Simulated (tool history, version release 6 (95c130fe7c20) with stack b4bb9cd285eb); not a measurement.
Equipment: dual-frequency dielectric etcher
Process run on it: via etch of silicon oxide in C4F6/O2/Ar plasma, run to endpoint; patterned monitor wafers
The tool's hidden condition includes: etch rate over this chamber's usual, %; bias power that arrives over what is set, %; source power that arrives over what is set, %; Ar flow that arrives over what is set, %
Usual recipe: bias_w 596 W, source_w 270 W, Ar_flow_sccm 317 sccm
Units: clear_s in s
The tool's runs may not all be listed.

run,hour,bias_w,source_w,Ar_flow_sccm,wafers since the last listed run,hours since the last wet clean,hours since the last bias power generator calibration,hours since the last source power generator calibration,hours since the last Ar flow controller change,hours since the last upper electrode change,"incoming incoming film thickness, nm",clear_s
1,0,596,270,317,0,245.2,50,2241,1677.5,2616.5,65.3,15.4
2,21.8,596,270,317,203,267,71.8,2262.8,1699.3,2638.3,66.3,15.7
3,40.1,636,250,317,170,285.3,90.1,2281.1,1717.6,2656.6,65.5,15.5
4,64.3,636,250,317,225,309.5,114.3,2305.3,1741.8,2680.8,65.2,15.5
5,97.3,636,250,317,308,342.5,147.3,2338.3,1774.8,2713.8,66.4,15.7
6,110.1,596,270,358,119,355.3,160.1,2351.1,1787.6,2726.6,65.5,15.9
# hour 158.8: wet clean of the chamber
7,159.3,722,270,244,235,0.5,209.3,2400.3,1836.8,2775.8,65.6,13.7
8,159.6,596,270,280,2,0.8,209.6,2400.6,1837.1,2776.1,66.1,15.1
9,173.1,596,210,317,126,14.3,223.1,2414.1,1850.6,2789.6,65.1,16
10,190.2,596,270,317,159,31.4,240.2,2431.2,1867.7,2806.7,65,15.1
11,203.8,596,270,317,126,45,253.8,2444.8,1881.3,2820.3,65.1,15.2
12,238.7,511,210,255,325,79.9,288.7,2479.7,1916.2,2855.2,65.2,16.7
13,270.4,530,270,317,295,111.6,320.4,2511.4,1947.9,2886.9,65.9,16.1
14,291,526,230,317,192,132.2,341,2532,1968.5,2907.5,65.9,16.8
15,315.5,596,270,376,228,156.7,365.5,2556.5,1993,2932,65.5,15.8
16,351.4,596,270,317,335,192.6,401.4,2592.4,2028.9,2967.9,65.4,15.4
17,385.4,596,330,296,317,226.6,435.4,2626.4,2062.9,3001.9,65,14.5
# hour 401.2: Ar flow controller replaced
# hour 467.6: source power generator calibrated
18,468.1,715,210,246,678,309.3,518.1,0.5,66.9,3084.6,65.9,15.2
# hour 498.8: upper electrode replaced
# hour 504: wet clean of the chamber
19,504.5,596,240,317,67,0.5,554.5,36.9,103.3,5.7,66.2,15.9
20,513.8,707,270,372,86,9.8,563.8,46.2,112.6,15,65.7,14.7
21,536.7,596,270,364,213,32.7,586.7,69.1,135.5,37.9,65.3,15.5

For run 22, what comes out?
22,559.9,596,270,317,216,55.9,609.9,92.3,158.7,61.1,64.8,?

Run 22 produced clear_s 15.1 s.
Without the tool's hidden state the same run would have given clear_s 15.1 s.

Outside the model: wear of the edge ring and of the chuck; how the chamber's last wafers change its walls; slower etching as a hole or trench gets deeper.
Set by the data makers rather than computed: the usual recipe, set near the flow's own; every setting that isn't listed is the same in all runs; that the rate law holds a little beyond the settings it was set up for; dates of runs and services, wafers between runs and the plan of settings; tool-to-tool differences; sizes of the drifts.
